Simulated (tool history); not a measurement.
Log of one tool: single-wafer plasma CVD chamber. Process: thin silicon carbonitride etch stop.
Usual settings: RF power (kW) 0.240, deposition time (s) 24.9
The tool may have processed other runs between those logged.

run,hour,RF power (kW),deposition time (s),"read-back reference wafer on the same gauge, thickness_nm",mean film thickness on the monitor wafer (angstrom)
1,0.0,0.270,21.6,13.003,136.04
2,63.2,0.270,21.6,13.000,135.86
3,87.6,0.240,24.9,12.998,152.46
# hour 105.6: RF generator calibrated
4,127.1,0.240,24.9,12.999,155.40
# hour 183.4: gauge calibrated
5,199.1,0.240,24.9,13.000,155.76
6,262.8,0.240,24.9,12.999,156.13
7,326.7,0.240,24.9,12.998,155.13
8,376.3,0.215,23.3,12.995,142.66
9,441.8,0.240,24.9,13.007,155.60
10,468.6,0.240,24.9,12.996,155.86
11,507.3,0.240,24.9,13.003,154.89
12,555.1,0.240,24.9,12.995,154.55
13,580.6,0.200,29.0,12.996,175.04
14,629.1,0.280,24.9,13.001,160.09
# hour 679.7: showerhead replaced, of another model than before
15,680.2,0.240,24.9,13.002,154.67
16,736.2,0.230,28.2,12.999,174.82
17,775.6,0.215,28.5,13.003,174.16
18,836.3,0.270,24.9,13.003,157.39
# hour 874.0: gauge calibrated
19,900.9,0.225,28.0,13.002,171.74
# hour 922.8: thermocouple changed; heater temperature recalibrated
# hour 935.1: RF generator calibrated
20,1109.1,0.265,28.9,13.004,183.97
21,1225.7,0.195,22.2,12.995,135.02
22,1255.3,0.260,24.9,12.995,157.13

Forecast each of these 4 alternatives for the next run:
A,1255.7,0.240,27.3,?,?
B,1255.7,0.240,21.9,?,?
C,1255.7,0.255,28.5,?,?
D,1255.7,0.225,27.6,?,?

run,"read-back reference wafer on the same gauge, thickness_nm",mean film thickness on the monitor wafer (angstrom)
A,12.998,170.17
B,12.998,136.51
C,12.998,179.20
D,12.998,170.51
Stripped of hidden state, with their random variation kept, the same runs would have yielded:
run,mean film thickness on the monitor wafer (angstrom)
A,170.50
B,136.78
C,179.55
D,170.84
